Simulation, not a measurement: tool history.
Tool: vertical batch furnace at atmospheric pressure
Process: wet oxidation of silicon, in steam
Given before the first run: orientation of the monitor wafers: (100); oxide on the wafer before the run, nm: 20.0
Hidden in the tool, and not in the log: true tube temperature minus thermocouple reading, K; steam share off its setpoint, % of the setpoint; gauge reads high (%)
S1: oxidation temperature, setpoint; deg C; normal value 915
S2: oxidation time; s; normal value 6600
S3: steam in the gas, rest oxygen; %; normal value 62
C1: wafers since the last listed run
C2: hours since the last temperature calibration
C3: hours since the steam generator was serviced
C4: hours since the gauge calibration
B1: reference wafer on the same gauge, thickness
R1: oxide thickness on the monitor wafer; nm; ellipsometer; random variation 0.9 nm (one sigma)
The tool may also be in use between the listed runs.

run    hour   S1    S2  S3    C1      C2      C3      C4      B1      R1
  1     0.0  915  6600  65     0  1623.4   785.6  1715.0  222.26  246.12
  2    40.3  915  6600  65   498  1663.7   825.9  1755.3  221.69  247.58
  3   109.8  915  6600  65   859  1733.2   895.4  1824.8  222.41  244.94
  4   167.0  915  6600  62   707  1790.4   952.6  1882.0  222.15  237.90
  5   209.4  896  6600  62   524  1832.8   995.0  1924.4  222.03  192.31
  6   238.9  915  8550  62   364  1862.3  1024.5  1953.9  222.17  288.94
  7   290.9  915  8550  62   643  1914.3  1076.5  2005.9  221.86  290.81
  8   440.3  915  6600  62  1847  2063.7  1225.9  2155.3  221.64  238.29
  9   504.7  915  6600  62   796  2128.1  1290.3  2219.7  222.05  237.41
 10   713.2  915  6600  62  2578  2336.6  1498.8  2428.2  221.57  239.47
 11   767.5  915  6600  62   671  2390.9  1553.1  2482.5  222.18  240.36
 12   831.3  915  6600  62   788  2454.7  1616.9  2546.3  222.21  240.29
 13   882.2  915  6600  62   629  2505.6  1667.8  2597.2  221.86  240.50
      920.2  -- thermocouples replaced and temperature profile calibrated
 14   948.4  915  6600  62   521    28.2  1734.0  2663.4  221.97  233.03
 15  1002.7  915  6600  62   671    82.5  1788.3  2717.7  222.18  233.48
 16  1048.0  915  6600  62   560   127.8  1833.6  2763.0  222.19  234.06
     1070.1  -- gauge calibrated
 17  1098.9  915  6600  62   629   178.7  1884.5    28.8  221.99  232.60
 18  1152.4  893  5640  66   661   232.2  1938.0    82.3  222.12  167.23
     1206.6  -- steam generator serviced
 19  1222.1  927  6600  57   565   301.9    15.5   152.0  222.37  250.21
 20  1291.7  915  6600  66   860   371.5    85.1   221.6  222.10  249.11
 21  1328.0  897  5700  66   448   407.8   121.4   257.9  221.84  181.17
 22  1383.4  915  6600  67   685   463.2   176.8   313.3  221.74  250.73
 23  1444.6  896  4320  56   756   524.4   238.0   374.5  222.04  125.32
 24  1506.9  905  6600  67   770   586.7   300.3   436.8  222.28  225.20
 25  1574.9  903  4860  62   840   654.7   368.3   504.8  221.93  162.99
 26  1636.7  915  6600  62   764   716.5   430.1   566.6  222.52  233.84
 27  1670.8  896  7920  74   421   750.6   464.2   600.7  221.86  253.12
 28  1699.6  891  6600  65   356   779.4   493.0   629.5  222.01  185.23
 29  1738.8  937  6600  62   484   818.6   532.2   668.7  222.48  290.82
 30  1798.5  893  8760  62   738   878.3   591.9   728.4  221.86  228.76
 31  1850.2  915  6600  62   639   930.0   643.6   780.1  221.79  235.60
 32  2031.6  937  6600  62  2243  1111.4   825.0   961.5  222.00  292.00
 33  2178.9  940  8550  58  1821  1258.7   972.3  1108.8  222.19  341.42
 34  2240.4  915  6600  55   760  1320.2  1033.8  1170.3  222.09  214.48

Across each entry between runs, compare the hidden state at the last listed run before it with the hidden state at the first listed run after it:
Logged between run 13 and run 14: thermocouples replaced and temperature profile calibrated (hour 920.2)
  true tube temperature minus thermocouple reading, K: 3.21 -> 0.213; steam share off its setpoint, % of the setpoint: -2.15 -> -2.18
  measured minus no-state result, R1: +3.70 -> -3.52 nm
Logged between run 16 and run 17: gauge calibrated (hour 1070.1)
  true tube temperature minus thermocouple reading, K: 0.221 -> 0.229; steam share off its setpoint, % of the setpoint: -2.21 -> -2.22
  measured minus no-state result, R1: -3.57 -> -3.56 nm
Logged between run 18 and run 19: steam generator serviced (hour 1206.6)
  true tube temperature minus thermocouple reading, K: 0.24 -> 0.258; steam share off its setpoint, % of the setpoint: -2.24 -> -0.136
  measured minus no-state result, R1: -2.51 -> +0.35 nm

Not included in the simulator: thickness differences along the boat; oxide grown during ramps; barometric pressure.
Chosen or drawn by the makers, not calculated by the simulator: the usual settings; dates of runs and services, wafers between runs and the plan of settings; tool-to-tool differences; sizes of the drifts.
